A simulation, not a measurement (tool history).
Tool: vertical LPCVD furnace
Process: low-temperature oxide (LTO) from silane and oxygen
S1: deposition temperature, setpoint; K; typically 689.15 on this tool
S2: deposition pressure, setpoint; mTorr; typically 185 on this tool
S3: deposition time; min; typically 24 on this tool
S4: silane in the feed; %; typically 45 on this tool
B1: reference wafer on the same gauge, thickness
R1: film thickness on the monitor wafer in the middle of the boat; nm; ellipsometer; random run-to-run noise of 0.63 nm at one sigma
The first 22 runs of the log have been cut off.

run 23 hour=565.7 | S1=689.15 S2=165 S3=24 S4=45 | B1=315.06 | R1=247.26
run 24 hour=579 | S1=689.15 S2=145 S3=17.5 S4=45 | B1=315.14 | R1=158.8
run 25 hour=664.9 | S1=689.15 S2=185 S3=24 S4=45 | B1=314.79 | R1=277.05
run 26 hour=678 | S1=689.15 S2=150 S3=30.5 S4=50 | B1=315.06 | R1=312.6
run 27 hour=713.1 | S1=680.15 S2=205 S3=24 S4=45 | B1=314.9 | R1=281.54
run 28 hour=735.9 | S1=689.15 S2=185 S3=24 S4=45 | B1=315.13 | R1=278.24
run 29 hour=757.2 | S1=689.15 S2=185 S3=24 S4=45 | B1=315.26 | R1=277.01
run 30 hour=787.1 | S1=689.15 S2=185 S3=24 S4=45 | B1=315.17 | R1=278.33
run 31 hour=808.3 | S1=689.15 S2=185 S3=24 S4=45 | B1=314.68 | R1=279.01

Each row is a separate what-if for the run after 31, all from the same tool condition, not one after another. Results?
run A hour=811.8 | S1=689.15 S2=185 S3=24 S4=48 | B1=? | R1=?
run B hour=811.8 | S1=689.15 S2=185 S3=14.5 S4=45 | B1=? | R1=?
run C hour=811.8 | S1=689.15 S2=185 S3=24 S4=49 | B1=? | R1=?
run D hour=811.8 | S1=689.15 S2=185 S3=20.5 S4=39 | B1=? | R1=?

run=A B1=314.88 R1=293.94
run=B B1=314.88 R1=167.46
run=C B1=314.88 R1=299
run=D B1=314.88 R1=203.01
The same runs, with their run-to-run variation unchanged, on a tool lacking any hidden condition would have given:
run=A R1=289.75
run=B R1=165.11
run=C R1=294.71
run=D R1=200.26
